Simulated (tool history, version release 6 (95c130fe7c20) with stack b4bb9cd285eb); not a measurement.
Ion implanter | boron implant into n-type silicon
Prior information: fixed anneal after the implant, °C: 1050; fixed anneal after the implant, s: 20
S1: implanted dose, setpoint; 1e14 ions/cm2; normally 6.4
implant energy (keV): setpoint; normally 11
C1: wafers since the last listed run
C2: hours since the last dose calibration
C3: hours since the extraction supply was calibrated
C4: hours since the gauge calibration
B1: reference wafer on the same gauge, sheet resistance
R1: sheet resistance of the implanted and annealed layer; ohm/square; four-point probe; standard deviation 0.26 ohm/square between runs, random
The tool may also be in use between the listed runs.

run 1 hour=0 | S1=5.19 implant_energy_(keV)=11 | C1=0 C2=1666.8 C3=4507 C4=441.1 | B1=178.02 | R1=201.86
run 2 hour=14.1 | S1=5.19 implant_energy_(keV)=11 | C1=353 C2=1680.9 C3=4521.1 C4=455.2 | B1=177.97 | R1=202.36
run 3 hour=25.1 | S1=5.07 implant_energy_(keV)=11 | C1=275 C2=1691.9 C3=4532.1 C4=466.2 | B1=178.06 | R1=206.42
run 4 hour=42.4 | S1=5.07 implant_energy_(keV)=11 | C1=433 C2=1709.2 C3=4549.4 C4=483.5 | B1=178.04 | R1=206.75
run 5 hour=56 | S1=6.4 implant_energy_(keV)=11 | C1=340 C2=1722.8 C3=4563 C4=497.1 | B1=178.02 | R1=168.24
run 6 hour=74 | S1=7.35 implant_energy_(keV)=13.5 | C1=451 C2=1740.8 C3=4581 C4=515.1 | B1=178.05 | R1=145.83
run 7 hour=90 | S1=7.35 implant_energy_(keV)=13.5 | C1=400 C2=1756.8 C3=4597 C4=531.1 | B1=178.06 | R1=146.24
run 8 hour=99 | S1=7.57 implant_energy_(keV)=9.5 | C1=225 C2=1765.8 C3=4606 C4=540.1 | B1=178.07 | R1=146.26
run 9 hour=108.1 | S1=7.57 implant_energy_(keV)=9.5 | C1=228 C2=1774.9 C3=4615.1 C4=549.2 | B1=177.93 | R1=147.15
run 10 hour=121.1 | S1=6.4 implant_energy_(keV)=11 | C1=325 C2=1787.9 C3=4628.1 C4=562.2 | B1=178.12 | R1=168.36
run 11 hour=128.9 | S1=6.4 implant_energy_(keV)=12.5 | C1=195 C2=1795.7 C3=4635.9 C4=570 | B1=178.01 | R1=166.4
run 12 hour=139.2 | S1=6.4 implant_energy_(keV)=12.5 | C1=258 C2=1806 C3=4646.2 C4=580.3 | B1=177.92 | R1=166.92
-- hour=142 gauge calibrated
run 13 hour=154.4 | S1=7.14 implant_energy_(keV)=11 | C1=380 C2=1821.2 C3=4661.4 C4=12.4 | B1=177.99 | R1=152.57
run 14 hour=166.4 | S1=7.14 implant_energy_(keV)=11 | C1=300 C2=1833.2 C3=4673.4 C4=24.4 | B1=177.88 | R1=152.93
run 15 hour=184.3 | S1=6.4 implant_energy_(keV)=8.5 | C1=448 C2=1851.1 C3=4691.3 C4=42.3 | B1=177.96 | R1=172.17
run 16 hour=198.9 | S1=7.76 implant_energy_(keV)=11 | C1=365 C2=1865.7 C3=4705.9 C4=56.9 | B1=178.05 | R1=141.72
run 17 hour=207.7 | S1=5.22 implant_energy_(keV)=11 | C1=220 C2=1874.5 C3=4714.7 C4=65.7 | B1=178.05 | R1=201.19
run 18 hour=224.2 | S1=6.4 implant_energy_(keV)=11 | C1=413 C2=1891 C3=4731.2 C4=82.2 | B1=177.94 | R1=168.18
run 19 hour=239.7 | S1=6.4 implant_energy_(keV)=8 | C1=388 C2=1906.5 C3=4746.7 C4=97.7 | B1=177.91 | R1=172.58
run 20 hour=257 | S1=7.26 implant_energy_(keV)=8 | C1=433 C2=1923.8 C3=4764 C4=115 | B1=178 | R1=154.89
run 21 hour=266 | S1=5.58 implant_energy_(keV)=7.5 | C1=225 C2=1932.8 C3=4773 C4=124 | B1=177.92 | R1=195.94
run 22 hour=273.7 | S1=4.78 implant_energy_(keV)=11 | C1=192 C2=1940.5 C3=4780.7 C4=131.7 | B1=177.9 | R1=216.93
run 23 hour=291.7 | S1=6.4 implant_energy_(keV)=11 | C1=451 C2=1958.5 C3=4798.7 C4=149.7 | B1=178.07 | R1=168.26
-- hour=305.1 Faraday cup replaced and dose calibrated
run 24 hour=305.6 | S1=5.46 implant_energy_(keV)=11 | C1=147 C2=0.5 C3=4812.6 C4=163.6 | B1=177.99 | R1=200.19
run 25 hour=312.5 | S1=6.4 implant_energy_(keV)=11 | C1=172 C2=7.4 C3=4819.5 C4=170.5 | B1=178.03 | R1=174.35
run 26 hour=323.1 | S1=6.4 implant_energy_(keV)=14.5 | C1=265 C2=18 C3=4830.1 C4=181.1 | B1=178.01 | R1=170.23
run 27 hour=335.6 | S1=7.67 implant_energy_(keV)=9.5 | C1=313 C2=30.5 C3=4842.6 C4=193.6 | B1=177.99 | R1=149.92
-- hour=356.1 extraction supply calibrated
run 28 hour=356.6 | S1=6.4 implant_energy_(keV)=11 | C1=325 C2=51.5 C3=0.5 C4=214.6 | B1=177.92 | R1=173.93
run 29 hour=365.2 | S1=5.45 implant_energy_(keV)=14.5 | C1=215 C2=60.1 C3=9.1 C4=223.2 | B1=177.87 | R1=194.51
run 30 hour=378 | S1=7.07 implant_energy_(keV)=10 | C1=320 C2=72.9 C3=21.9 C4=236 | B1=177.95 | R1=160.22
run 31 hour=387.3 | S1=4.71 implant_energy_(keV)=14 | C1=233 C2=82.2 C3=31.2 C4=245.3 | B1=178 | R1=220.37
run 32 hour=400.5 | S1=6.4 implant_energy_(keV)=12.5 | C1=330 C2=95.4 C3=44.4 C4=258.5 | B1=178.13 | R1=171.77
run 33 hour=410.6 | S1=7 implant_energy_(keV)=15 | C1=253 C2=105.5 C3=54.5 C4=268.6 | B1=178 | R1=155.69
run 34 hour=427.4 | S1=7.35 implant_energy_(keV)=13.5 | C1=420 C2=122.3 C3=71.3 C4=285.4 | B1=178.03 | R1=150.4
run 35 hour=472.7 | S1=6.4 implant_energy_(keV)=11 | C1=1135 C2=167.6 C3=116.6 C4=330.7 | B1=178.07 | R1=172.44
run 36 hour=482.3 | S1=7.95 implant_energy_(keV)=7.5 | C1=240 C2=177.2 C3=126.2 C4=340.3 | B1=178.06 | R1=147.71

Below, each run's measurement less what the same run would have read without the hidden state. Both values contain the same run-to-run variation, but the gauge's scatter may not be the same in both:
Hidden state at play: deviation of the true dose from the Faraday cup's reading, %; deviation of the true energy from its setpoint, %; gauge reads high (%).
run=1 R1=-7.2
run=2 R1=-7.24
run=3 R1=-7.38
run=4 R1=-7.4
run=5 R1=-6.27
run=6 R1=-5.42
run=7 R1=-5.45
run=8 R1=-5.43
run=9 R1=-5.46
run=10 R1=-6.32
run=11 R1=-6.21
run=12 R1=-6.24
run=13 R1=-5.76
run=14 R1=-5.78
run=15 R1=-6.52
run=16 R1=-5.33
run=17 R1=-7.38
run=18 R1=-6.38
run=19 R1=-6.55
run=20 R1=-5.81
run=21 R1=-7.38
run=22 R1=-7.91
run=23 R1=-6.42
run=24 R1=-0.1
run=25 R1=-0.18
run=26 R1=-0.29
run=27 R1=-0.4
run=28 R1=-0.71
run=29 R1=-0.86
run=30 R1=-0.89
run=31 R1=-1.26
run=32 R1=-1.18
run=33 R1=-1.17
run=34 R1=-1.29
run=35 R1=-1.93
run=36 R1=-1.66
